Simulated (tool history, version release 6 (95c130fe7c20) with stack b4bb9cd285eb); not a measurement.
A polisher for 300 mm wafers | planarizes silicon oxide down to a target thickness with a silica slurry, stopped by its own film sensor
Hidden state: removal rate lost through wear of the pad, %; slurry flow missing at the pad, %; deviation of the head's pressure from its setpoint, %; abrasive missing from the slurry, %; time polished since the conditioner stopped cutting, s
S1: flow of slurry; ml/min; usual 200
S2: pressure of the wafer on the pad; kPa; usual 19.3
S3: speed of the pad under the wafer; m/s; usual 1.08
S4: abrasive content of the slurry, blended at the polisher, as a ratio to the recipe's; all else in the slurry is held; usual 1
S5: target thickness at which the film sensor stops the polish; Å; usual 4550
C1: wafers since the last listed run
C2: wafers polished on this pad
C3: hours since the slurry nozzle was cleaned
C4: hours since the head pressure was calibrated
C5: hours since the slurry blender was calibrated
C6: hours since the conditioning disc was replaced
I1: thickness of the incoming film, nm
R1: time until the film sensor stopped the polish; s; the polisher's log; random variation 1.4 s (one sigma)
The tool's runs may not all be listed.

run    day   S1    S2    S3    S4    S5   C1    C2     C3      C4     C5     C6     I1     R1
  1      0  200  19.3  1.08     1  4550    0   149    0.5  1559.1     17   42.5  662.9  103.9
  2  0.538  200  19.3  1.08  1.15  4550  116   265   13.4    1572   29.9   55.4  674.8  102.3
     0.733  -- head pressure recalibrated
  3  0.938  200  19.3  1.08  1.15  4550   68   333     23     4.9   39.5     65  661.4   97.9
  4  1.233  200  19.3  1.08     1  4550   63   397   30.1      12   46.6   72.1  667.8  110.5
  5  1.854  200  16.5  1.08  0.75  4800  134   531     45    26.9   61.5     87  658.9  116.5
  6  2.588  200  19.3  1.08     1  4880  158   690   62.6    44.5   79.1  104.6  680.9  100.1
  7  3.325  200  19.3  1.08     1  4550  159   849   80.3    62.2   96.8  122.3  679.5  117.8
  8  3.662  200  24.1  1.08     1  4550   72   922   88.4    70.3  104.9  130.4  673.8  103.8
  9  4.275  165  19.3  0.76     1  4550  132  1054  103.1      85  119.6  145.1  671.1  161.1
 10  4.896  200  24.1  0.96  1.25  4250  134  1188    118    99.9  134.5    160  666.9  120.9
 11   5.35  200  19.3  1.08     1  4550   98  1286  128.9   110.8  145.4  170.9  658.1  117.2
     5.921  -- worn pad replaced by a new one
 12  5.975  160  15.9   1.2     1  4840   99    11  143.9   125.8  160.4  185.9  671.2   98.6
 13  6.596  200  19.3  1.08  1.25  4550  134   145  158.8   140.7  175.3  200.8  664.8   98.7
 14  7.421  200  19.3  1.08     1  4550  178   323  178.6   160.5  195.1  220.6  674.6    113
 15  7.683  200  19.3  1.08     1  4550   56   380  184.9   166.8  201.4  226.9  675.8  113.5
 16  8.054  200  19.3  1.08     1  4550   80   460  193.8   175.7  210.3  235.8  662.2  107.4

Forecast run 17:
     8.504  -- slurry blender recalibrated
 17  8.783  200  19.3  1.08   1  4550  139  600  211.3  193.2  6.7  253.3  662.8   ?

{"run 17": {"R1": 109.3}}
Without the tool's hidden state the same run would have given R1 100 s.
